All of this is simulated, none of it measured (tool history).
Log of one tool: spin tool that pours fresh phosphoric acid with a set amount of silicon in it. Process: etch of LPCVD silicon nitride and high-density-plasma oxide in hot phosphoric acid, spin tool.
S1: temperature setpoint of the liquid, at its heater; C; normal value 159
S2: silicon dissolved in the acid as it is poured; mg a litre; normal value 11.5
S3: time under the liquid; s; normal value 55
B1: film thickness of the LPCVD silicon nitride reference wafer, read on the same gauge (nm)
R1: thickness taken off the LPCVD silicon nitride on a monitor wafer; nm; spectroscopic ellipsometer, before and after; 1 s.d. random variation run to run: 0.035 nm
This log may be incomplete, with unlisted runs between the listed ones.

{"run": 1, "hour": 0.0, "S1": 159, "S2": 11.5, "S3": 55, "B1": 87.8, "R1": 5.14}
{"run": 2, "hour": 82.6, "S1": 159, "S2": 11.5, "S3": 55, "B1": 87.52, "R1": 5.15}
{"run": 3, "hour": 160.2, "S1": 159, "S2": 11.5, "S3": 55, "B1": 87.23, "R1": 5.07}
{"hour": 216.1, "done": "gauge calibrated"}
{"run": 4, "hour": 241.7, "S1": 159, "S2": 11.5, "S3": 55, "B1": 90.09, "R1": 5.29}
{"run": 5, "hour": 311.6, "S1": 159, "S2": 11.5, "S3": 55, "B1": 89.84, "R1": 5.33}
{"run": 6, "hour": 399.7, "S1": 159, "S2": 11.5, "S3": 55, "B1": 89.51, "R1": 5.31}
{"hour": 439.3, "done": "dissolved silicon flow meter replaced"}
{"run": 7, "hour": 457.3, "S1": 159, "S2": 11.5, "S3": 55, "B1": 89.31, "R1": 5.23}
{"run": 8, "hour": 509.9, "S1": 159, "S2": 11.5, "S3": 55, "B1": 89.13, "R1": 5.21}
{"run": 9, "hour": 589.7, "S1": 159, "S2": 11.5, "S3": 55, "B1": 88.82, "R1": 5.24}
{"run": 10, "hour": 629.5, "S1": 159, "S2": 11.5, "S3": 55, "B1": 88.69, "R1": 5.21}
{"hour": 661.9, "done": "heated supply line repaired"}
{"run": 11, "hour": 732.5, "S1": 159, "S2": 17, "S3": 75, "B1": 88.32, "R1": 7.17}
{"hour": 873.0, "done": "thermometer replaced"}
{"run": 12, "hour": 970.3, "S1": 158, "S2": 7, "S3": 45, "B1": 87.44, "R1": 4.04}
{"hour": 1013.9, "done": "gauge calibrated"}
{"run": 13, "hour": 1057.2, "S1": 160.5, "S2": 3, "S3": 55, "B1": 90.02, "R1": 5.56}
{"run": 14, "hour": 1118.7, "S1": 160.5, "S2": 9, "S3": 85, "B1": 89.76, "R1": 8.46}
{"run": 15, "hour": 1226.1, "S1": 159, "S2": 11.5, "S3": 55, "B1": 89.43, "R1": 5.25}
{"run": 16, "hour": 1282.3, "S1": 159, "S2": 11.5, "S3": 55, "B1": 89.22, "R1": 5.27}
{"run": 17, "hour": 1341.8, "S1": 159, "S2": 11.5, "S3": 85, "B1": 89, "R1": 8.03}
{"run": 18, "hour": 1423.3, "S1": 159, "S2": 3.5, "S3": 35, "B1": 88.72, "R1": 3.31}

Results per run with the tool's hidden condition removed, run-to-run variation unchanged:
Unlogged tool condition in this case: liquid colder than its thermometer reads (K); dissolved silicon flow above the setpoint (%); temperature lost on the way to the wafer (K); gauge reads high (%).
run=1 R1=5.27
run=2 R1=5.3
run=3 R1=5.23
run=4 R1=5.29
run=5 R1=5.34
run=6 R1=5.34
run=7 R1=5.27
run=8 R1=5.26
run=9 R1=5.31
run=10 R1=5.28
run=11 R1=7.31
run=12 R1=4.15
run=13 R1=5.56
run=14 R1=8.48
run=15 R1=5.28
run=16 R1=5.32
run=17 R1=8.12
run=18 R1=3.36
